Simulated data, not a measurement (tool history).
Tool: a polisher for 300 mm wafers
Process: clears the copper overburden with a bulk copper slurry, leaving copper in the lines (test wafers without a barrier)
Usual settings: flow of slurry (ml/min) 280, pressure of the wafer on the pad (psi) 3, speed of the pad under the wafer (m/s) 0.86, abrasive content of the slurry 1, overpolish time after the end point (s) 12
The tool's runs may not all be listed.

run,day,flow of slurry (ml/min),pressure of the wafer on the pad (psi),speed of the pad under the wafer (m/s),abrasive content of the slurry,overpolish time after the end point (s),"incoming thickness of the incoming film, nm",time until the end point was called (s),dishing of a wide line in a test structure (Å)
1,0,215,3,0.86,1,14,1110.3,142.9,568
# day 1.112: slurry blender recalibrated
2,1.208,215,3,0.86,1,14,1107.5,145.3,559
# day 1.958: worn pad replaced by a new one
3,1.979,280,3.5,0.86,1,9,1129.5,113.4,493
4,2.388,280,3.5,0.86,1,9,1131.2,114.6,501
5,3.175,280,3.5,0.86,1,9,1132,117.7,477
6,4.004,280,3,0.72,1,12,1141.8,164.4,458
7,4.871,280,3,0.72,1,12,1149.8,171.1,457
8,5.925,280,3,0.72,1,12,1128.2,170.2,469
9,6.758,280,3,0.86,1,13,1134.8,145.9,539
10,7.417,280,3,0.86,1,13,1108.4,139.5,548
11,8.321,280,3,0.86,1,9,1136.3,147.4,402

Forecast run 12:
# day 9.321: head pressure recalibrated
# day 9.429: slurry nozzle cleaned
# day 9.717: worn pad replaced by a new one
12,9.738,280,3,0.86,1,12,1128,?,?

{"run 12": {"time until the end point was called (s)": 112.7, "dishing of a wide line in a test structure (Å)": 605}}
Without the tool's hidden state the same run would have given time until the end point was called (s) 111.4, dishing of a wide line in a test structure (Å) 611.
